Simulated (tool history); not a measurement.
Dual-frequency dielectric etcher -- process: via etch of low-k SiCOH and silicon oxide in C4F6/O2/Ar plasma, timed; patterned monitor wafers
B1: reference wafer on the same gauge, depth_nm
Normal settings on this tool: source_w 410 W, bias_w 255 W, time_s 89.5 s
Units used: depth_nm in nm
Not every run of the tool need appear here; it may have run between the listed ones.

{"run": 1, "hour": 0.0, "source_w": 410, "bias_w": 284, "time_s": 89.5, "B1": 270.2, "depth_nm": 307.9}
{"hour": 71.2, "done": "wet clean of the chamber"}
{"run": 2, "hour": 71.7, "source_w": 410, "bias_w": 255, "time_s": 89.5, "B1": 270.0, "depth_nm": 291.4}
{"run": 3, "hour": 155.8, "source_w": 410, "bias_w": 282, "time_s": 89.5, "B1": 269.9, "depth_nm": 304.9}
{"run": 4, "hour": 216.3, "source_w": 410, "bias_w": 255, "time_s": 104.0, "B1": 270.0, "depth_nm": 342.5}
{"run": 5, "hour": 254.0, "source_w": 410, "bias_w": 255, "time_s": 104.0, "B1": 269.9, "depth_nm": 343.7}
{"run": 6, "hour": 324.2, "source_w": 410, "bias_w": 255, "time_s": 89.5, "B1": 269.9, "depth_nm": 296.3}
{"hour": 397.9, "done": "source power generator calibrated"}
{"run": 7, "hour": 409.9, "source_w": 410, "bias_w": 255, "time_s": 89.5, "B1": 270.1, "depth_nm": 297.4}
{"run": 8, "hour": 463.9, "source_w": 410, "bias_w": 255, "time_s": 79.5, "B1": 269.9, "depth_nm": 266.1}
{"hour": 521.2, "done": "upper electrode replaced"}
{"hour": 535.3, "done": "wet clean of the chamber"}
{"run": 9, "hour": 561.7, "source_w": 410, "bias_w": 255, "time_s": 79.5, "B1": 270.0, "depth_nm": 259.3}
{"run": 10, "hour": 644.3, "source_w": 350, "bias_w": 273, "time_s": 98.0, "B1": 269.7, "depth_nm": 311.5}
{"run": 11, "hour": 704.3, "source_w": 410, "bias_w": 282, "time_s": 89.5, "B1": 270.0, "depth_nm": 303.2}
{"hour": 747.9, "done": "gauge calibrated"}
{"hour": 777.8, "done": "bias power generator calibrated"}
{"run": 12, "hour": 789.3, "source_w": 500, "bias_w": 255, "time_s": 89.5, "B1": 269.9, "depth_nm": 314.7}
{"run": 13, "hour": 833.7, "source_w": 410, "bias_w": 298, "time_s": 99.0, "B1": 270.1, "depth_nm": 343.1}
{"run": 14, "hour": 880.4, "source_w": 320, "bias_w": 255, "time_s": 89.5, "B1": 269.8, "depth_nm": 275.4}
{"run": 15, "hour": 985.8, "source_w": 410, "bias_w": 255, "time_s": 75.5, "B1": 270.0, "depth_nm": 253.2}
{"hour": 1069.8, "done": "wet clean of the chamber"}
{"run": 16, "hour": 1091.0, "source_w": 410, "bias_w": 204, "time_s": 72.5, "B1": 269.8, "depth_nm": 220.7}
{"run": 17, "hour": 1166.7, "source_w": 410, "bias_w": 255, "time_s": 89.5, "B1": 270.1, "depth_nm": 294.9}
{"run": 18, "hour": 1249.4, "source_w": 410, "bias_w": 281, "time_s": 108.0, "B1": 269.9, "depth_nm": 365.5}

The tool's hidden state at each run:
source power that arrives over what is set, %: 0, the same for each run
bias power that arrives over what is set, %: 0, the same for each run
gauge reads high (%): 0, the same for each run
H1: etch rate over this chamber's usual, %
run=1 H1=2.35
run=2 H1=0.212
run=3 H1=0.683
run=4 H1=1.02
run=5 H1=1.23
run=6 H1=1.62
run=7 H1=2.1
run=8 H1=2.41
run=9 H1=-0.0534
run=10 H1=0.409
run=11 H1=0.744
run=12 H1=1.22
run=13 H1=1.47
run=14 H1=1.73
run=15 H1=2.32
run=16 H1=0.0469
run=17 H1=0.47
run=18 H1=0.933
